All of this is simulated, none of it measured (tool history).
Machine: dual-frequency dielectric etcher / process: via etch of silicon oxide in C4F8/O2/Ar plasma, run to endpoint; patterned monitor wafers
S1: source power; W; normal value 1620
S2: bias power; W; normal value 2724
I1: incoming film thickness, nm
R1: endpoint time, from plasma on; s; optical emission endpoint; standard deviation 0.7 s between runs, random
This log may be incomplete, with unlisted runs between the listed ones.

run	day	S1	S2	I1	R1
1	0.000	1380	2724	1022.5	200.5
2	0.533	1620	3039	1005.5	181.2
3	1.388	1620	3039	1027.9	184.8
4	2.188	1620	3039	1018.6	184.1
5	3.188	1620	2724	1020.7	192.4
6	4.525	1620	2569	1018.7	196.5
7	5.712	1620	2724	1017.1	194.7
8	6.275	1620	2724	1012.6	192.8
# day 7.304: bias power generator calibrated
# day 8.467: wet clean of the chamber
9	8.488	1620	2724	1019.5	185.4
10	8.912	1950	2897	1020.6	171.2
11	10.262	1620	2724	1017.3	186.7
12	10.892	1260	2724	1027.8	205.4
# day 12.117: upper electrode replaced
13	12.304	1620	2724	1022.1	189.1
# day 12.533: source power generator calibrated
14	13.317	1620	2724	1025.9	190.7
15	14.404	1300	2995	1020.2	195.6
16	15.004	1270	2378	1012.4	214.7
17	16.454	1950	2434	1018.6	188.5
18	17.454	1920	2122	1017.0	198.6
19	18.900	1820	2724	1017.3	184.0

Selected run-to-run steps in R1, each split into two signed amounts: the part the tool would show with no hidden state at all (from settings, incoming material and random variation), and the remainder, which goes to the hidden state together with any gauge scatter not common to the measured and the hidden-state-free results:
What the log doesn't record here: etch rate over this chamber's usual, %; source power that arrives over what is set, %; bias power that arrives over what is set, %.
Run 8 -> 9: bias power generator calibrated, wet clean of the chamber. R1 -7.4 s: hidden state -6.7, all else -0.7.
Run 16 -> 17: S1 1270 -> 1950, S2 2378 -> 2434. R1 -26.2 s: hidden state +0.2, all else -26.4.
